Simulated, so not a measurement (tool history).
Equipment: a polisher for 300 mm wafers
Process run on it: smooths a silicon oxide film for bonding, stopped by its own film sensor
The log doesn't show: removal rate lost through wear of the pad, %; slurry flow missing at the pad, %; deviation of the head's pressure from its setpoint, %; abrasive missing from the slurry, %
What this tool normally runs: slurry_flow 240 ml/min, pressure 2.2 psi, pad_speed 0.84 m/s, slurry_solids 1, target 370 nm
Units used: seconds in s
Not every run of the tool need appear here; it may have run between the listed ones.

run	hour	slurry_flow	pressure	pad_speed	slurry_solids	target	wafers since the last listed run	wafers polished on this pad	hours since the slurry nozzle was cleaned	hours since the head pressure was calibrated	hours since the slurry blender was calibrated	incoming thickness of the incoming film, nm	seconds
1	0	240	2.2	0.84	1	370	0	616	147.2	700	5.6	425	83.5
2	41.4	240	2.2	0.84	1	370	355	972	188.6	741.4	47	434.5	96.4
3	70.6	240	1.9	0.84	1	370	250	1223	217.8	770.6	76.2	425.1	93.5
# hour 111.3: head pressure recalibrated
4	137.5	240	1.9	0.84	1	370	557	1780	284.7	26.2	143.1	431.9	106.3
5	184.4	240	1.9	0.84	1	370	403	2183	331.6	73.1	190	435.8	113.1
6	232.3	240	2.2	0.84	1	370	411	2595	379.5	121	237.9	424.6	80.6
# hour 237.9: worn pad replaced by a new one
# hour 279.5: slurry nozzle cleaned
7	284.4	240	2.2	0.84	1	370	404	391	4.9	173.1	290	438.5	101.5
# hour 344.5: slurry blender recalibrated
8	346.8	240	2.2	0.84	1	370	519	910	67.3	235.5	2.3	433.3	91.4
9	411.7	240	2.2	0.84	1	370	557	1468	132.2	300.4	67.2	431.7	90.6
10	468.9	240	2.2	0.84	1	370	491	1959	189.4	357.6	124.4	426.9	82.7
# hour 485.9: worn pad replaced by a new one
11	518	240	2.2	0.84	1	370	387	275	238.5	406.7	173.5	425.5	83.4
12	669.9	240	2.2	0.84	1	370	1305	1581	390.4	558.6	325.4	435.2	97.4
# hour 724.8: slurry nozzle cleaned
13	734.5	305	2.2	0.84	1.1	370	546	2127	9.7	623.2	390	429.4	80.5
# hour 751: worn pad replaced by a new one
# hour 760.5: slurry blender recalibrated
14	876.9	240	2.2	0.84	1	370	1172	1064	152.1	765.6	116.4	424.9	80.2
# hour 890.1: head pressure recalibrated
15	940.2	295	2.8	0.84	1	370	526	1591	215.4	50.1	179.7	431.9	69.7
16	1002.8	240	2.2	0.84	1	370	538	2129	278	112.7	242.3	436.5	100.6
# hour 1057.1: worn pad replaced by a new one
17	1062.2	240	2.2	1.08	1	370	476	43	337.4	172.1	301.7	435.2	80.4
18	1091.3	240	2.2	0.84	1	370	250	293	366.5	201.2	330.8	427.8	86.9
# hour 1147.2: slurry blender recalibrated
# hour 1148.2: slurry nozzle cleaned
19	1154.4	240	2.6	1	0.8	370	516	810	6.2	264.3	7.2	435.3	81.4
20	1225.8	240	2.2	0.84	1	380	613	1424	77.6	335.7	78.6	435.4	83.7
21	1264.1	240	2.2	0.74	1	370	329	1753	115.9	374	116.9	431.7	101.3
22	1307.7	275	1.8	0.84	0.75	370	374	2128	159.5	417.6	160.5	436.4	144.1
23	1332.1	240	2	0.92	1	353	209	2337	183.9	442	184.9	430.8	121.2
# hour 1348.2: worn pad replaced by a new one
24	1372.2	180	3	0.84	1.25	351	310	206	224	482.1	225	435.7	84.7

Forecast each of these 3 alternatives for the next run:
A	1372.6	240	2.2	0.84	1	370	3	209	224.4	482.5	225.4	431.4	?
B	1372.6	240	1.6	0.92	1	389	3	209	224.4	482.5	225.4	431.4	?
C	1372.6	240	1.5	0.96	1.15	379	3	209	224.4	482.5	225.4	431.4	?

run	seconds
A	90.8
B	80.2
C	94.5
Without the tool's hidden state the same runs would have given:
run	seconds
A	90.8
B	80.2
C	94.5
